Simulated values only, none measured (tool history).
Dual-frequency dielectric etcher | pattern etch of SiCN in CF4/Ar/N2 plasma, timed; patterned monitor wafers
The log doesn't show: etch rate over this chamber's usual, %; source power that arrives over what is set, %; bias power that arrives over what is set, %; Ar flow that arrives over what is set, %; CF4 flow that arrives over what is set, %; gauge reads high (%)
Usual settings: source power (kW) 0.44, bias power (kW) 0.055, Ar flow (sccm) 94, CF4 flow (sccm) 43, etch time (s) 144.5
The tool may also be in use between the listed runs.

| run | hour | source power (kW) | bias power (kW) | Ar flow (sccm) | CF4 flow (sccm) | etch time (s) | wafers since the last listed run | hours since the last wet clean | hours since the last source power generator calibration | hours since the last bias power generator calibration | hours since the last Ar flow controller change | hours since the last CF4 flow controller change | hours since the last upper electrode change | hours since the gauge calibration | read-back reference wafer on the same gauge, depth_nm | mean etch depth across the wafer (Å) |
|---|---|---|---|---|---|---|---|---|---|---|---|---|---|---|---|---|
| 1 | 0 | 0.41 | 0.055 | 94 | 43 | 144.5 | 0 | 207.8 | 2745.7 | 1123.6 | 2067.8 | 3977.7 | 350.1 | 89.7 | 113.5 | 880 |
| 2 | 30.8 | 0.41 | 0.055 | 94 | 43 | 144.5 | 296 | 238.6 | 2776.5 | 1154.4 | 2098.6 | 4008.5 | 380.9 | 120.5 | 113.5 | 880 |
| 3 | 77 | 0.44 | 0.055 | 94 | 43 | 144.5 | 444 | 284.8 | 2822.7 | 1200.6 | 2144.8 | 4054.7 | 427.1 | 166.7 | 113.3 | 921 |
|  | 116.1 | CF4 flow controller replaced |
| 4 | 134.3 | 0.34 | 0.055 | 106 | 43 | 144.5 | 493 | 342.1 | 2880 | 1257.9 | 2202.1 | 18.2 | 484.4 | 224 | 113.7 | 744 |
| 5 | 180.8 | 0.44 | 0.055 | 94 | 43 | 144.5 | 447 | 388.6 | 2926.5 | 1304.4 | 2248.6 | 64.7 | 530.9 | 270.5 | 113.3 | 919 |
| 6 | 213.1 | 0.44 | 0.05 | 94 | 50 | 144.5 | 310 | 420.9 | 2958.8 | 1336.7 | 2280.9 | 97 | 563.2 | 302.8 | 113.6 | 894 |
| 7 | 240.6 | 0.44 | 0.055 | 94 | 43 | 144.5 | 264 | 448.4 | 2986.3 | 1364.2 | 2308.4 | 124.5 | 590.7 | 330.3 | 113.6 | 923 |
| 8 | 302.3 | 0.44 | 0.06 | 94 | 48 | 144.5 | 593 | 510.1 | 3048 | 1425.9 | 2370.1 | 186.2 | 652.4 | 392 | 113.6 | 966 |
| 9 | 337.5 | 0.4 | 0.055 | 82 | 43 | 144.5 | 338 | 545.3 | 3083.2 | 1461.1 | 2405.3 | 221.4 | 687.6 | 427.2 | 113.7 | 851 |
|  | 374.9 | wet clean of the chamber |
| 10 | 375.4 | 0.44 | 0.055 | 94 | 36 | 101.5 | 133 | 0.5 | 3121.1 | 1499 | 2443.2 | 259.3 | 725.5 | 465.1 | 113.6 | 648 |
| 11 | 437.2 | 0.44 | 0.055 | 94 | 43 | 144.5 | 594 | 62.3 | 3182.9 | 1560.8 | 2505 | 321.1 | 787.3 | 526.9 | 113.5 | 941 |
|  | 456.4 | bias power generator calibrated |
| 12 | 465.8 | 0.44 | 0.042 | 115 | 43 | 156 | 236 | 90.9 | 3211.5 | 9.4 | 2533.6 | 349.7 | 815.9 | 555.5 | 113.6 | 864 |
|  | 477.9 | source power generator calibrated |
|  | 485.9 | Ar flow controller replaced |
| 13 | 535.6 | 0.44 | 0.055 | 94 | 50 | 182 | 575 | 160.7 | 57.7 | 79.2 | 49.7 | 419.5 | 885.7 | 625.3 | 113.6 | 1210 |
| 14 | 583.8 | 0.44 | 0.055 | 94 | 43 | 144.5 | 463 | 208.9 | 105.9 | 127.4 | 97.9 | 467.7 | 933.9 | 673.5 | 113.7 | 931 |
| 15 | 617.3 | 0.44 | 0.045 | 83 | 40 | 144.5 | 322 | 242.4 | 139.4 | 160.9 | 131.4 | 501.2 | 967.4 | 707 | 113.7 | 858 |
| 16 | 671.3 | 0.44 | 0.045 | 94 | 53 | 144.5 | 519 | 296.4 | 193.4 | 214.9 | 185.4 | 555.2 | 1021.4 | 761 | 113.4 | 863 |
| 17 | 726.7 | 0.34 | 0.042 | 94 | 48 | 180.5 | 533 | 351.8 | 248.8 | 270.3 | 240.8 | 610.6 | 1076.8 | 816.4 | 113.7 | 832 |
| 18 | 781.8 | 0.37 | 0.048 | 94 | 43 | 144.5 | 530 | 406.9 | 303.9 | 325.4 | 295.9 | 665.7 | 1131.9 | 871.5 | 113.6 | 747 |

Run 19 comes next. What will it give?
| 19 | 809 | 0.47 | 0.044 | 94 | 35 | 122 | 261 | 434.1 | 331.1 | 352.6 | 323.1 | 692.9 | 1159.1 | 898.7 | ? | ? |

read-back reference wafer on the same gauge, depth_nm: 113.5
mean etch depth across the wafer (Å): 716
Without the tool's hidden state the same run would have given mean etch depth across the wafer (Å) 745.
